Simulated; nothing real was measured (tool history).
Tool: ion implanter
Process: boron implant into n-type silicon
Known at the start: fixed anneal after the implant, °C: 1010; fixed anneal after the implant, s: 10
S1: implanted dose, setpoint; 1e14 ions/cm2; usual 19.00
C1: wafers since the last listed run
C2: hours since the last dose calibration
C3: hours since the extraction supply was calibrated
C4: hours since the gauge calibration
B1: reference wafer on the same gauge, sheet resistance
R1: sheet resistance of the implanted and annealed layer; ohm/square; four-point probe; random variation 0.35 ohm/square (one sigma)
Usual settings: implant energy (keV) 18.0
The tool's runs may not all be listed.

{"run": 1, "hour": 0.0, "S1": 23.52, "implant energy (keV)": 18.0, "C1": 0, "C2": 1580.6, "C3": 3962.1, "C4": 1032.6, "B1": 82.2, "R1": 65.29}
{"run": 2, "hour": 70.1, "S1": 23.52, "implant energy (keV)": 18.0, "C1": 1882, "C2": 1650.7, "C3": 4032.2, "C4": 1102.7, "B1": 82.23, "R1": 65.01}
{"run": 3, "hour": 113.2, "S1": 22.11, "implant energy (keV)": 18.0, "C1": 1157, "C2": 1693.8, "C3": 4075.3, "C4": 1145.8, "B1": 82.12, "R1": 67.23}
{"run": 4, "hour": 151.6, "S1": 19.0, "implant energy (keV)": 18.0, "C1": 1031, "C2": 1732.2, "C3": 4113.7, "C4": 1184.2, "B1": 82.18, "R1": 71.95}
{"hour": 211.8, "done": "Faraday cup replaced and dose calibrated"}
{"run": 5, "hour": 214.4, "S1": 19.0, "implant energy (keV)": 18.0, "C1": 1472, "C2": 2.6, "C3": 4176.5, "C4": 1247.0, "B1": 82.24, "R1": 70.21}
{"run": 6, "hour": 283.4, "S1": 19.0, "implant energy (keV)": 18.0, "C1": 1853, "C2": 71.6, "C3": 4245.5, "C4": 1316.0, "B1": 82.14, "R1": 70.57}
{"run": 7, "hour": 340.7, "S1": 19.0, "implant energy (keV)": 18.0, "C1": 1539, "C2": 128.9, "C3": 4302.8, "C4": 1373.3, "B1": 82.14, "R1": 70.22}
{"hour": 404.4, "done": "gauge calibrated"}
{"run": 8, "hour": 406.4, "S1": 19.0, "implant energy (keV)": 18.0, "C1": 1764, "C2": 194.6, "C3": 4368.5, "C4": 2.0, "B1": 82.31, "R1": 70.31}
{"run": 9, "hour": 451.3, "S1": 19.0, "implant energy (keV)": 18.0, "C1": 1206, "C2": 239.5, "C3": 4413.4, "C4": 46.9, "B1": 82.19, "R1": 70.76}
{"run": 10, "hour": 657.9, "S1": 19.0, "implant energy (keV)": 20.0, "C1": 5549, "C2": 446.1, "C3": 4620.0, "C4": 253.5, "B1": 82.25, "R1": 68.67}
{"run": 11, "hour": 696.2, "S1": 19.0, "implant energy (keV)": 15.0, "C1": 1028, "C2": 484.4, "C3": 4658.3, "C4": 291.8, "B1": 82.24, "R1": 75.51}
{"run": 12, "hour": 758.3, "S1": 19.0, "implant energy (keV)": 15.0, "C1": 1668, "C2": 546.5, "C3": 4720.4, "C4": 353.9, "B1": 82.19, "R1": 76.02}
{"run": 13, "hour": 796.6, "S1": 19.0, "implant energy (keV)": 20.5, "C1": 1028, "C2": 584.8, "C3": 4758.7, "C4": 392.2, "B1": 82.13, "R1": 69.04}
{"run": 14, "hour": 855.9, "S1": 19.0, "implant energy (keV)": 18.0, "C1": 1592, "C2": 644.1, "C3": 4818.0, "C4": 451.5, "B1": 82.18, "R1": 71.62}
{"run": 15, "hour": 893.4, "S1": 21.91, "implant energy (keV)": 23.5, "C1": 1007, "C2": 681.6, "C3": 4855.5, "C4": 489.0, "B1": 82.2, "R1": 61.56}
{"run": 16, "hour": 922.2, "S1": 19.0, "implant energy (keV)": 18.0, "C1": 773, "C2": 710.4, "C3": 4884.3, "C4": 517.8, "B1": 82.12, "R1": 71.38}
{"run": 17, "hour": 949.9, "S1": 16.33, "implant energy (keV)": 14.5, "C1": 744, "C2": 738.1, "C3": 4912.0, "C4": 545.5, "B1": 82.23, "R1": 83.42}
{"run": 18, "hour": 982.2, "S1": 19.0, "implant energy (keV)": 18.0, "C1": 867, "C2": 770.4, "C3": 4944.3, "C4": 577.8, "B1": 82.23, "R1": 70.87}
{"run": 19, "hour": 1044.5, "S1": 24.05, "implant energy (keV)": 21.5, "C1": 1673, "C2": 832.7, "C3": 5006.6, "C4": 640.1, "B1": 82.24, "R1": 60.88}
{"run": 20, "hour": 1088.2, "S1": 16.58, "implant energy (keV)": 21.5, "C1": 1173, "C2": 876.4, "C3": 5050.3, "C4": 683.8, "B1": 82.11, "R1": 74.44}
{"run": 21, "hour": 1137.3, "S1": 24.39, "implant energy (keV)": 15.0, "C1": 1318, "C2": 925.5, "C3": 5099.4, "C4": 732.9, "B1": 82.2, "R1": 69.44}
{"hour": 1166.8, "done": "extraction supply calibrated"}
{"run": 22, "hour": 1188.0, "S1": 19.0, "implant energy (keV)": 14.0, "C1": 1146, "C2": 976.2, "C3": 21.2, "C4": 783.6, "B1": 82.21, "R1": 77.95}
{"run": 23, "hour": 1222.0, "S1": 13.59, "implant energy (keV)": 14.0, "C1": 913, "C2": 1010.2, "C3": 55.2, "C4": 817.6, "B1": 82.16, "R1": 93.01}
{"run": 24, "hour": 1275.2, "S1": 19.0, "implant energy (keV)": 18.0, "C1": 1429, "C2": 1063.4, "C3": 108.4, "C4": 870.8, "B1": 82.21, "R1": 71.98}
{"run": 25, "hour": 1414.7, "S1": 20.63, "implant energy (keV)": 18.0, "C1": 3747, "C2": 1202.9, "C3": 247.9, "C4": 1010.3, "B1": 82.25, "R1": 69.46}
{"run": 26, "hour": 1475.1, "S1": 13.62, "implant energy (keV)": 15.0, "C1": 1622, "C2": 1263.3, "C3": 308.3, "C4": 1070.7, "B1": 82.24, "R1": 90.59}
{"run": 27, "hour": 1526.2, "S1": 19.0, "implant energy (keV)": 18.0, "C1": 1372, "C2": 1314.4, "C3": 359.4, "C4": 1121.8, "B1": 82.16, "R1": 71.59}
{"run": 28, "hour": 1552.2, "S1": 14.81, "implant energy (keV)": 12.5, "C1": 698, "C2": 1340.4, "C3": 385.4, "C4": 1147.8, "B1": 82.13, "R1": 91.13}
{"run": 29, "hour": 1611.9, "S1": 21.68, "implant energy (keV)": 20.5, "C1": 1603, "C2": 1400.1, "C3": 445.1, "C4": 1207.5, "B1": 82.17, "R1": 64.99}
{"run": 30, "hour": 1639.8, "S1": 13.45, "implant energy (keV)": 18.0, "C1": 749, "C2": 1428.0, "C3": 473.0, "C4": 1235.4, "B1": 82.18, "R1": 87.09}
{"run": 31, "hour": 1677.0, "S1": 19.0, "implant energy (keV)": 18.0, "C1": 999, "C2": 1465.2, "C3": 510.2, "C4": 1272.6, "B1": 82.17, "R1": 72.39}
{"run": 32, "hour": 1710.3, "S1": 14.7, "implant energy (keV)": 22.5, "C1": 894, "C2": 1498.5, "C3": 543.5, "C4": 1305.9, "B1": 82.19, "R1": 79.95}
{"run": 33, "hour": 1737.7, "S1": 19.0, "implant energy (keV)": 18.0, "C1": 736, "C2": 1525.9, "C3": 570.9, "C4": 1333.3, "B1": 82.18, "R1": 71.75}
{"run": 34, "hour": 1807.3, "S1": 13.45, "implant energy (keV)": 23.5, "C1": 1869, "C2": 1595.5, "C3": 640.5, "C4": 1402.9, "B1": 82.23, "R1": 85.7}
{"run": 35, "hour": 1861.6, "S1": 19.0, "implant energy (keV)": 18.0, "C1": 1458, "C2": 1649.8, "C3": 694.8, "C4": 1457.2, "B1": 82.22, "R1": 71.78}
{"hour": 1867.6, "done": "gauge calibrated"}
{"hour": 1884.8, "done": "Faraday cup replaced and dose calibrated"}
{"run": 36, "hour": 1933.3, "S1": 19.0, "implant energy (keV)": 18.0, "C1": 1711, "C2": 48.5, "C3": 766.5, "C4": 65.7, "B1": 82.15, "R1": 71.11}
{"run": 37, "hour": 1984.9, "S1": 22.5, "implant energy (keV)": 22.5, "C1": 1386, "C2": 100.1, "C3": 818.1, "C4": 117.3, "B1": 82.12, "R1": 60.92}

The same runs without the tool's hidden state, with the same run-to-run variation:
The hidden state here: deviation of the true dose from the Faraday cup's reading, %; deviation of the true energy from its setpoint, %; gauge reads high (%).
run=1 R1=64.00
run=2 R1=63.72
run=3 R1=65.77
run=4 R1=70.09
run=5 R1=70.07
run=6 R1=70.24
run=7 R1=69.76
run=8 R1=69.71
run=9 R1=70.06
run=10 R1=67.57
run=11 R1=74.52
run=12 R1=74.95
run=13 R1=67.73
run=14 R1=70.32
run=15 R1=60.33
run=16 R1=70.02
run=17 R1=81.81
run=18 R1=69.46
run=19 R1=59.75
run=20 R1=72.44
run=21 R1=68.54
run=22 R1=76.59
run=23 R1=90.54
run=24 R1=70.34
run=25 R1=67.94
run=26 R1=87.89
run=27 R1=69.84
run=28 R1=88.94
run=29 R1=63.42
run=30 R1=84.10
run=31 R1=70.56
run=32 R1=77.10
run=33 R1=69.92
run=34 R1=82.41
run=35 R1=69.92
run=36 R1=70.59
run=37 R1=60.36

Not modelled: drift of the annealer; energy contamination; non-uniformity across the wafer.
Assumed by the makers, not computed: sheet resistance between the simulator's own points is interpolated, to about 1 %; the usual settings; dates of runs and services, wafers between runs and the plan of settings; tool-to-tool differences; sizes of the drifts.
